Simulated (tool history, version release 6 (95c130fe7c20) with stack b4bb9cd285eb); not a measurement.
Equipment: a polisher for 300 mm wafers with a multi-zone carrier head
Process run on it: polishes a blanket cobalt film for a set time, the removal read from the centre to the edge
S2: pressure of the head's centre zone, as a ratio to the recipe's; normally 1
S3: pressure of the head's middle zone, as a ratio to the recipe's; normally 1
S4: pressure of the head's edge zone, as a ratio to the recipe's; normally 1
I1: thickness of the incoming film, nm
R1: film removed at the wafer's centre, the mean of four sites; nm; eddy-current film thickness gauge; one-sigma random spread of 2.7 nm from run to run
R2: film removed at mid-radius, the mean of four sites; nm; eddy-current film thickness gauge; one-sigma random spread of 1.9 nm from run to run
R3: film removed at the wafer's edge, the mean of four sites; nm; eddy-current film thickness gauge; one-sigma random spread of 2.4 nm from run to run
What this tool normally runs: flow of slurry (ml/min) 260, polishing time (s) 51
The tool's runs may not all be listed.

Run 1, hour 0: usual settings but flow of slurry (ml/min) 230, S2 1.1, S3 0.88; I1 810. Result: R1 198.4 nm, R2 166.1 nm, R3 181 nm.
At hour 36.7: worn pad replaced by a new one.
Run 2, hour 70.6: usual settings but S2 1.03; I1 807.8. Result: R1 188.7 nm, R2 183.3 nm, R3 187.6 nm.
At hour 72.7: edge zone pressure recalibrated.
Run 3, hour 111.1: usual settings; I1 807.4. Result: R1 182.5 nm, R2 186.2 nm, R3 187.4 nm.
At hour 153.1: slurry nozzle cleaned.
Run 4, hour 168.6: usual settings but flow of slurry (ml/min) 340, S2 0.95, polishing time (s) 35; I1 799. Result: R1 123.7 nm, R2 131.1 nm, R3 128.3 nm.
At hour 349.2: carrier head's membrane replaced by a new one.
Run 5, hour 364.6: usual settings; I1 787.3. Result: R1 186.1 nm, R2 184.5 nm, R3 187.5 nm.
Run 6, hour 402.1: usual settings but flow of slurry (ml/min) 170, S3 1.09, S4 0.93; I1 796.8. Result: R1 165.5 nm, R2 184 nm, R3 170.2 nm.
Run 7, hour 450.8: usual settings but S4 0.94, polishing time (s) 65; I1 812.8. Result: R1 229.7 nm, R2 233.5 nm, R3 227 nm.
Run 8, hour 511.4: usual settings; I1 802.1. Result: R1 186.5 nm, R2 184 nm, R3 182.4 nm.
At hour 520: worn pad replaced by a new one.
Run 9, hour 543.2: usual settings; I1 791.1. Result: R1 181.5 nm, R2 183.1 nm, R3 189.8 nm.
At hour 556.3: centre zone pressure recalibrated.
Run 10, hour 570.5: usual settings but flow of slurry (ml/min) 320, S4 0.89, polishing time (s) 44; I1 813.5. Result: R1 162.4 nm, R2 160.8 nm, R3 152.2 nm.

What will run 11 give?
Run 11, hour 622: usual settings but S2 1.05; I1 797.3. Result: R1 ?, R2 ?, R3 ?.

R1: 188.9 nm
R2: 184.3 nm
R3: 183.2 nm
Without the tool's hidden state the same run would have given R1 188.9 nm, R2 184.3 nm, R3 183.2 nm.

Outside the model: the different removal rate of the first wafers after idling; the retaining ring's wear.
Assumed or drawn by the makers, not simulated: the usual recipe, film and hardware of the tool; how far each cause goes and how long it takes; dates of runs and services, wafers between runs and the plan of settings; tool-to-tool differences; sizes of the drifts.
